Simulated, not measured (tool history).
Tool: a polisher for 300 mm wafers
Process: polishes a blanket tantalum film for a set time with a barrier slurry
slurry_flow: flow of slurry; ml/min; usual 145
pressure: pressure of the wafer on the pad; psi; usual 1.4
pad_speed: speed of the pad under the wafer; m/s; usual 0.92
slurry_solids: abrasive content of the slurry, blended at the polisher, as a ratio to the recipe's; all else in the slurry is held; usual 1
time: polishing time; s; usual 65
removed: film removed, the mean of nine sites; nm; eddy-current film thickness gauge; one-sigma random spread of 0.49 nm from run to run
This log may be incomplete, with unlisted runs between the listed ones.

run   hour  slurry_flow  pressure  pad_speed  slurry_solids  time  incoming thickness of the incoming film, nm  removed
  1      0          145       1.4       0.78              1    65                                          479     50.2
  2   28.6          145       1.4       0.78              1    65                                        483.1     49.8
      34.1  -- slurry blender recalibrated
      51.2  -- worn pad replaced by a new one
  3   51.7          145       1.4       1.16              1    65                                          475     74.2
      57.3  -- head pressure recalibrated
  4   64.6          145       1.4       1.16              1    65                                        474.1       74
  5   94.9          145       1.4       1.16              1    65                                        477.9     74.7
  6  114.7          145       1.4       0.92              1    75                                        488.6       68
  7  149.4          145       1.4       0.74              1    65                                        474.7     46.6
     172.2  -- worn pad replaced by a new one
  8  173.1          145       1.4       0.92              1    65                                        483.5     58.8
  9  210.5          145       1.4       0.92              1    65                                        473.9     58.5
     244.9  -- slurry blender recalibrated
 10  245.4          145       1.4       0.92              1    65                                        472.9     58.8
 11  269.4          145         1       1.18              1    65                                        480.1     53.3
     280.4  -- slurry nozzle cleaned
     295.1  -- worn pad replaced by a new one
 12    297          145         1       1.18              1    65                                        485.7     53.8
 13  329.4          145       1.4       0.92              1    65                                        472.5     59.8
 14  361.9          145       1.4       0.92            0.9    65                                        473.5     57.1
 15  385.4          145       1.4       0.92              1    65                                        485.8     59.3
 16  399.7          185       1.4       0.74              1    52                                        477.5     39.3
     429.5  -- worn pad replaced by a new one
 17    430          145       1.4       1.16              1    65                                        487.5     74.7
     442.4  -- slurry blender recalibrated
 18  448.4          145       1.2       0.92              1    65                                        485.2     50.4
 19  471.5          145       1.4       0.92              1    65                                        479.4     59.1
 20  495.4          145       1.4       0.92              1    65                                        484.2     58.4
     499.5  -- head pressure recalibrated
 21  523.6          145       1.4       0.92            0.8    65                                        484.7     53.4
 22  539.3          105       1.8       0.62           0.85    65                                        482.9     46.5
     547.8  -- slurry nozzle cleaned
     557.8  -- worn pad replaced by a new one
 23  562.2          145       1.4       0.92              1    54                                        486.4     49.5
 24  594.1          145       1.4       1.22              1    65                                        471.2     79.8
 25  620.9          190       1.4       0.92            1.2    47                                        478.7     46.6
 26  643.1          145       1.4       0.92              1    65                                        471.9     58.5

Consider 4 possible next runs. They are alternatives, not a sequence: every one starts from the tool as it was left by run 26. What does each give?
  A  643.5          145       1.8       0.92              1    65                                        477.7        ?
  B  643.5          130       1.8       0.92              1    65                                        477.7        ?
  C  643.5          145       1.4       1.14              1    65                                        477.7        ?
  D  643.5          175       1.4       0.92              1    65                                        477.7        ?

run  removed
  A     76.2
  B     75.2
  C     73.4
  D     60.5
Without the tool's hidden state the same runs would have given:
run  removed
  A     76.2
  B     75.2
  C     73.4
  D     60.5

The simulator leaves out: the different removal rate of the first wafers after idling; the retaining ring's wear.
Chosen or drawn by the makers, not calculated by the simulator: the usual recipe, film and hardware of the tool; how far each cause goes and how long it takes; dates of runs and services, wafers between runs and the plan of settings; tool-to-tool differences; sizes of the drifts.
